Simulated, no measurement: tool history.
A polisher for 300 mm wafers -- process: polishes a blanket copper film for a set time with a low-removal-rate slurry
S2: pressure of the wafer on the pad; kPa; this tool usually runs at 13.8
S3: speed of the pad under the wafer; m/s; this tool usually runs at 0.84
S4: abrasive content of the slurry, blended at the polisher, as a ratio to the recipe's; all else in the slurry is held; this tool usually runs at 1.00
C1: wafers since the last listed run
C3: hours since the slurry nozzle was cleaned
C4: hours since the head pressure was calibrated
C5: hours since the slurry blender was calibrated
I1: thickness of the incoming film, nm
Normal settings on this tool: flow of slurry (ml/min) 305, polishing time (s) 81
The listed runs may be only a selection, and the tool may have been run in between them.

{"run": 1, "hour": 0.0, "flow of slurry (ml/min)": 305, "S2": 15.9, "S3": 0.84, "S4": 1.0, "polishing time (s)": 81, "C1": 0, "wafers polished on this pad": 636, "C3": 89.1, "C4": 1195.7, "C5": 129.3, "I1": 742.3, "film removed (Å)": 1448}
{"run": 2, "hour": 61.2, "flow of slurry (ml/min)": 305, "S2": 13.8, "S3": 0.84, "S4": 1.0, "polishing time (s)": 81, "C1": 336, "wafers polished on this pad": 972, "C3": 150.3, "C4": 1256.9, "C5": 190.5, "I1": 729.1, "film removed (Å)": 1296}
{"hour": 96.9, "done": "head pressure recalibrated"}
{"hour": 245.8, "done": "worn pad replaced by a new one"}
{"run": 3, "hour": 246.3, "flow of slurry (ml/min)": 305, "S2": 13.8, "S3": 0.84, "S4": 1.0, "polishing time (s)": 81, "C1": 984, "wafers polished on this pad": 2, "C3": 335.4, "C4": 149.4, "C5": 375.6, "I1": 745.7, "film removed (Å)": 1243}
{"hour": 248.8, "done": "slurry blender recalibrated"}
{"hour": 282.3, "done": "slurry nozzle cleaned"}
{"run": 4, "hour": 320.5, "flow of slurry (ml/min)": 305, "S2": 13.8, "S3": 0.84, "S4": 1.0, "polishing time (s)": 81, "C1": 391, "wafers polished on this pad": 394, "C3": 38.2, "C4": 223.6, "C5": 71.7, "I1": 742.2, "film removed (Å)": 1275}
{"run": 5, "hour": 405.9, "flow of slurry (ml/min)": 305, "S2": 13.8, "S3": 0.84, "S4": 1.0, "polishing time (s)": 81, "C1": 469, "wafers polished on this pad": 863, "C3": 123.6, "C4": 309.0, "C5": 157.1, "I1": 730.5, "film removed (Å)": 1249}
{"run": 6, "hour": 506.9, "flow of slurry (ml/min)": 305, "S2": 13.8, "S3": 0.84, "S4": 1.0, "polishing time (s)": 81, "C1": 555, "wafers polished on this pad": 1418, "C3": 224.6, "C4": 410.0, "C5": 258.1, "I1": 730.1, "film removed (Å)": 1257}
{"run": 7, "hour": 583.7, "flow of slurry (ml/min)": 305, "S2": 13.8, "S3": 0.84, "S4": 1.0, "polishing time (s)": 81, "C1": 422, "wafers polished on this pad": 1841, "C3": 301.4, "C4": 486.8, "C5": 334.9, "I1": 739.1, "film removed (Å)": 1256}
{"hour": 607.2, "done": "worn pad replaced by a new one"}
{"hour": 640.3, "done": "slurry blender recalibrated"}
{"run": 8, "hour": 691.5, "flow of slurry (ml/min)": 305, "S2": 13.8, "S3": 0.84, "S4": 1.0, "polishing time (s)": 81, "C1": 559, "wafers polished on this pad": 452, "C3": 409.2, "C4": 594.6, "C5": 51.2, "I1": 738.2, "film removed (Å)": 1231}
{"hour": 741.7, "done": "slurry nozzle cleaned"}
{"run": 9, "hour": 797.9, "flow of slurry (ml/min)": 305, "S2": 13.8, "S3": 0.84, "S4": 1.0, "polishing time (s)": 81, "C1": 579, "wafers polished on this pad": 1032, "C3": 56.2, "C4": 701.0, "C5": 157.6, "I1": 754.1, "film removed (Å)": 1290}
{"run": 10, "hour": 848.9, "flow of slurry (ml/min)": 240, "S2": 13.8, "S3": 0.84, "S4": 1.0, "polishing time (s)": 81, "C1": 280, "wafers polished on this pad": 1312, "C3": 107.2, "C4": 752.0, "C5": 208.6, "I1": 743.5, "film removed (Å)": 1269}
{"run": 11, "hour": 911.5, "flow of slurry (ml/min)": 240, "S2": 13.8, "S3": 0.84, "S4": 1.0, "polishing time (s)": 81, "C1": 344, "wafers polished on this pad": 1656, "C3": 169.8, "C4": 814.6, "C5": 271.2, "I1": 745.4, "film removed (Å)": 1260}
{"run": 12, "hour": 992.2, "flow of slurry (ml/min)": 305, "S2": 13.8, "S3": 0.84, "S4": 1.0, "polishing time (s)": 81, "C1": 443, "wafers polished on this pad": 2100, "C3": 250.5, "C4": 895.3, "C5": 351.9, "I1": 729.8, "film removed (Å)": 1253}
{"hour": 1000.7, "done": "slurry blender recalibrated"}
{"hour": 1027.4, "done": "worn pad replaced by a new one"}
{"run": 13, "hour": 1060.1, "flow of slurry (ml/min)": 305, "S2": 13.8, "S3": 0.84, "S4": 1.0, "polishing time (s)": 81, "C1": 340, "wafers polished on this pad": 180, "C3": 318.4, "C4": 963.2, "C5": 59.4, "I1": 735.8, "film removed (Å)": 1246}
{"run": 14, "hour": 1133.6, "flow of slurry (ml/min)": 380, "S2": 13.8, "S3": 0.84, "S4": 1.0, "polishing time (s)": 81, "C1": 404, "wafers polished on this pad": 584, "C3": 391.9, "C4": 1036.7, "C5": 132.9, "I1": 738.9, "film removed (Å)": 1287}
{"hour": 1143.5, "done": "slurry nozzle cleaned"}
{"run": 15, "hour": 1176.3, "flow of slurry (ml/min)": 305, "S2": 11.7, "S3": 0.84, "S4": 1.25, "polishing time (s)": 81, "C1": 229, "wafers polished on this pad": 813, "C3": 32.8, "C4": 1079.4, "C5": 175.6, "I1": 744.1, "film removed (Å)": 1164}
{"hour": 1262.9, "done": "head pressure recalibrated"}
{"run": 16, "hour": 1282.1, "flow of slurry (ml/min)": 305, "S2": 13.8, "S3": 0.84, "S4": 1.0, "polishing time (s)": 81, "C1": 570, "wafers polished on this pad": 1384, "C3": 138.6, "C4": 19.2, "C5": 281.4, "I1": 748.0, "film removed (Å)": 1271}
{"run": 17, "hour": 1324.0, "flow of slurry (ml/min)": 365, "S2": 12.4, "S3": 0.68, "S4": 1.0, "polishing time (s)": 72, "C1": 230, "wafers polished on this pad": 1614, "C3": 180.5, "C4": 61.1, "C5": 323.3, "I1": 738.6, "film removed (Å)": 843}
{"run": 18, "hour": 1367.9, "flow of slurry (ml/min)": 220, "S2": 16.5, "S3": 0.84, "S4": 0.9, "polishing time (s)": 92, "C1": 241, "wafers polished on this pad": 1855, "C3": 224.4, "C4": 105.0, "C5": 367.2, "I1": 730.3, "film removed (Å)": 1602}
{"run": 19, "hour": 1429.0, "flow of slurry (ml/min)": 305, "S2": 9.7, "S3": 1.02, "S4": 0.85, "polishing time (s)": 81, "C1": 335, "wafers polished on this pad": 2191, "C3": 285.5, "C4": 166.1, "C5": 428.3, "I1": 745.0, "film removed (Å)": 1011}
{"hour": 1453.2, "done": "worn pad replaced by a new one"}
{"hour": 1481.0, "done": "slurry blender recalibrated"}
{"run": 20, "hour": 1522.4, "flow of slurry (ml/min)": 305, "S2": 13.8, "S3": 0.84, "S4": 1.0, "polishing time (s)": 98, "C1": 480, "wafers polished on this pad": 369, "C3": 378.9, "C4": 259.5, "C5": 41.4, "I1": 744.5, "film removed (Å)": 1513}
{"hour": 1539.1, "done": "slurry nozzle cleaned"}
{"run": 21, "hour": 1614.1, "flow of slurry (ml/min)": 255, "S2": 13.8, "S3": 0.84, "S4": 1.0, "polishing time (s)": 59, "C1": 498, "wafers polished on this pad": 868, "C3": 75.0, "C4": 351.2, "C5": 133.1, "I1": 744.5, "film removed (Å)": 908}
{"run": 22, "hour": 1701.1, "flow of slurry (ml/min)": 305, "S2": 13.8, "S3": 0.84, "S4": 1.25, "polishing time (s)": 98, "C1": 478, "wafers polished on this pad": 1346, "C3": 162.0, "C4": 438.2, "C5": 220.1, "I1": 739.4, "film removed (Å)": 1633}
{"run": 23, "hour": 1797.0, "flow of slurry (ml/min)": 305, "S2": 11.7, "S3": 1.06, "S4": 1.0, "polishing time (s)": 74, "C1": 527, "wafers polished on this pad": 1873, "C3": 257.9, "C4": 534.1, "C5": 316.0, "I1": 741.9, "film removed (Å)": 1249}
{"hour": 1824.1, "done": "worn pad replaced by a new one"}
{"hour": 1844.1, "done": "slurry blender recalibrated"}
{"run": 24, "hour": 1880.1, "flow of slurry (ml/min)": 305, "S2": 13.8, "S3": 0.84, "S4": 1.25, "polishing time (s)": 81, "C1": 423, "wafers polished on this pad": 296, "C3": 341.0, "C4": 617.2, "C5": 36.0, "I1": 729.4, "film removed (Å)": 1313}
{"run": 25, "hour": 1937.5, "flow of slurry (ml/min)": 305, "S2": 13.8, "S3": 0.84, "S4": 1.0, "polishing time (s)": 81, "C1": 315, "wafers polished on this pad": 612, "C3": 398.4, "C4": 674.6, "C5": 93.4, "I1": 742.6, "film removed (Å)": 1222}
{"hour": 1946.9, "done": "slurry nozzle cleaned"}
{"run": 26, "hour": 1982.1, "flow of slurry (ml/min)": 375, "S2": 17.9, "S3": 0.84, "S4": 1.0, "polishing time (s)": 81, "C1": 239, "wafers polished on this pad": 852, "C3": 35.2, "C4": 719.2, "C5": 138.0, "I1": 725.8, "film removed (Å)": 1713}
{"run": 27, "hour": 2064.4, "flow of slurry (ml/min)": 205, "S2": 13.8, "S3": 0.84, "S4": 0.85, "polishing time (s)": 81, "C1": 452, "wafers polished on this pad": 1304, "C3": 117.5, "C4": 801.5, "C5": 220.3, "I1": 730.6, "film removed (Å)": 1150}
{"run": 28, "hour": 2113.0, "flow of slurry (ml/min)": 305, "S2": 13.8, "S3": 0.84, "S4": 1.0, "polishing time (s)": 81, "C1": 267, "wafers polished on this pad": 1571, "C3": 166.1, "C4": 850.1, "C5": 268.9, "I1": 727.7, "film removed (Å)": 1281}

Hidden state or all else? Some run-to-run changes of film removed (Å), split into what the settings, what came in and random variation would give without the hidden state, and what is left for the hidden state (with any gauge scatter that isn't in both results):
What the log doesn't record here: removal rate lost through wear of the pad, %; slurry flow missing at the pad, %; deviation of the head's pressure from its setpoint, %; abrasive missing from the slurry, %.
Run 8 -> 9: slurry nozzle cleaned. film removed (Å) +59: hidden state +60, all else -1.
Run 17 -> 18: flow of slurry (ml/min) 365 -> 220, S2 12.4 -> 16.5, S3 0.68 -> 0.84, S4 1.00 -> 0.90, polishing time (s) 72 -> 92. film removed (Å) +759: hidden state -31, all else +790.
Run 21 -> 22: flow of slurry (ml/min) 255 -> 305, S4 1.00 -> 1.25, polishing time (s) 59 -> 98. film removed (Å) +725: hidden state -20, all else +745.
Run 25 -> 26: flow of slurry (ml/min) 305 -> 375, S2 13.8 -> 17.9, slurry nozzle cleaned. film removed (Å) +491: hidden state +56, all else +435.

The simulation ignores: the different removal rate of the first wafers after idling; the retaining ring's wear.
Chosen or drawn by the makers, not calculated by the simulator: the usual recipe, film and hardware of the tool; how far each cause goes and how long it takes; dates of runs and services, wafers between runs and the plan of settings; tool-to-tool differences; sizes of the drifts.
